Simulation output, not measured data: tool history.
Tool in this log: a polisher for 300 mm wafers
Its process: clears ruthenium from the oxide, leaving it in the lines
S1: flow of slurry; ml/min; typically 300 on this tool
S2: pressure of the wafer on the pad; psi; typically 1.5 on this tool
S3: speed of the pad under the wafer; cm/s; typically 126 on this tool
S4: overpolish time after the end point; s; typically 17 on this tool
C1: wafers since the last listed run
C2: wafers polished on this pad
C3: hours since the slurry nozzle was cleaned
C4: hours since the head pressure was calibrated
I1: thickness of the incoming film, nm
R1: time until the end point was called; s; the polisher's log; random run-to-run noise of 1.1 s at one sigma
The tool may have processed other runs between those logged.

run    hour   S1   S2   S3  S4    C1    C2     C3     C4     I1     R1
  1       0  300  1.5  126  17     0  2294  308.8  439.2  105.3     97
  2    46.4  370  1.5  126  17   441  2735  355.2  485.6  104.9   93.6
       54.8  -- slurry nozzle cleaned
  3      95  300  1.5  126  17   452  3188   40.2  534.2  103.7   93.8
      112.9  -- worn pad replaced by a new one
  4   168.7  300  1.5  126  17   662   530  113.9  607.9  104.4   93.7
  5   261.2  300  1.5  126  17   879  1409  206.4  700.4  105.1   96.6
  6   349.1  300  1.9   94  17   835  2245  294.3  788.3  103.1   99.5
      419.2  -- worn pad replaced by a new one
      429.9  -- slurry nozzle cleaned
  7   433.3  300  1.9   94  17   753   124    3.4  872.5  105.3     98
  8   539.9  300  1.9   94  17  1013  1138    110  979.1  103.7   99.3
      568.1  -- head pressure recalibrated
  9   589.9  300  1.4  126  17   456  1594    160   21.8  105.2  103.8
 10   670.4  300  1.5  126  17   765  2360  240.5  102.3  104.8   94.7
 11   721.7  205  1.2   88  26   487  2847  291.8  153.6  104.4  174.7
      735.4  -- slurry nozzle cleaned
 12   758.5  260  1.2  144   7   340  3188   23.1  190.4    104  104.4
      773.7  -- worn pad replaced by a new one
 13   939.3  300  1.7  100  11  1681  1574  203.9  371.2  106.2  104.6
 14  1037.9  245  1.9  110  17   937  2511  302.5  469.8  104.3   85.3
     1079.4  -- slurry nozzle cleaned
 15  1126.1  300  1.5  126  17   829  3340   46.7    558  103.7   92.6
     1148.2  -- worn pad replaced by a new one
 16  1231.7  300  1.9   94  17   966   793  152.3  663.6  104.8   98.4
 17  1283.3  390  1.4   90  27   490  1284  203.9  715.2  105.2  139.3
 18  1347.3  235  1.5  104  22   608  1892  267.9  779.2  103.8  115.9
       1359  -- slurry nozzle cleaned
 19  1390.7  335  1.7  114  10   403  2296   31.7  822.6    107   94.1
       1452  -- head pressure recalibrated
       1509  -- worn pad replaced by a new one
 20  1632.4  385  1.2  140   8  2241  1172  273.4  180.4  104.5  102.9

5 options for the next run, each taken on its own from the tool as it stands now. Forecast them:
  A  1632.9  300  1.5  142  17   4  1177  273.9  180.9  104.6   ?
  B  1632.9  345  1.8  148  22   4  1177  273.9  180.9  104.6   ?
  C  1632.9  300  1.5   94  17   4  1177  273.9  180.9  104.6   ?
  D  1632.9  335  1.5  168  17   4  1177  273.9  180.9  104.6   ?
  E  1632.9  300  1.5  126  13   4  1177  273.9  180.9  104.6   ?

run     R1
  A   83.7
  B   66.4
  C  126.5
  D   70.3
  E   94.4
With the hidden condition removed and each run's random variation left untouched, the same runs would have given:
run     R1
  A   83.7
  B   66.4
  C  126.5
  D   70.3
  E   94.4
